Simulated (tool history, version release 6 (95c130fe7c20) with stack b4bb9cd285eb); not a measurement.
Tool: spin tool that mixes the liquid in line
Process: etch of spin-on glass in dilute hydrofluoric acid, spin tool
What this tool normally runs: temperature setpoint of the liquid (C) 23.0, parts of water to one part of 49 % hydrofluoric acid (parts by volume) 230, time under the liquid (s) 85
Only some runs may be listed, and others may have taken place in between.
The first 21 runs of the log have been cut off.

run   hour  temperature setpoint of the liquid (C)  parts of water to one part of 49 % hydrofluoric acid (parts by volume)  time under the liquid (s)  read-back film thickness of the spin-on glass reference wafer, read on the same gauge (nm)  thickness taken off the spin-on glass on a monitor wafer (Å)
 22  522.7                                    23.0                                                                     155                         85                                                                                       90.00                                                          98.5
 23  535.6                                    24.5                                                                     305                         40                                                                                       89.95                                                          21.2
 24  563.3                                    20.0                                                                     170                        120                                                                                       90.03                                                         111.9
 25  585.7                                    23.0                                                                     200                         85                                                                                       90.00                                                          73.1
 26  600.8                                    23.0                                                                     230                         85                                                                                       90.01                                                          61.4
 27  617.3                                    24.5                                                                     310                         45                                                                                       90.02                                                          23.5
 28  629.8                                    23.0                                                                     230                         85                                                                                       90.02                                                          61.6
 29  649.6                                    23.0                                                                     230                         85                                                                                       90.01                                                          61.6
 30  678.7                                    27.0                                                                     135                        115                                                                                       89.98                                                         182.5
 31  700.4                                    25.5                                                                     260                        125                                                                                       89.98                                                          84.9
 32  727.8                                    21.5                                                                     275                         85                                                                                       90.00                                                          46.9
 33  752.8                                    23.0                                                                     265                         85                                                                                       89.98                                                          51.6

Predict each of these 5 candidate next runs independently; none follows another, all start after run 33:
  A  753.2                                    23.0                                                                     230                         85                                                                                           ?                                                             ?
  B  753.2                                    19.5                                                                     230                         85                                                                                           ?                                                             ?
  C  753.2                                    23.0                                                                     150                         50                                                                                           ?                                                             ?
  D  753.2                                    23.0                                                                     330                         85                                                                                           ?                                                             ?
  E  753.2                                    18.5                                                                     230                         35                                                                                           ?                                                             ?

run  read-back film thickness of the spin-on glass reference wafer, read on the same gauge (nm)  thickness taken off the spin-on glass on a monitor wafer (Å)
  A                                                                                       89.96                                                          61.6
  B                                                                                       89.96                                                          54.1
  C                                                                                       89.96                                                          60.5
  D                                                                                       89.96                                                          38.9
  E                                                                                       89.96                                                          21.4
Had the tool no hidden state, the same runs would have come out as:
run  thickness taken off the spin-on glass on a monitor wafer (Å)
  A                                                          61.1
  B                                                          53.6
  C                                                          60.0
  D                                                          38.6
  E                                                          21.2
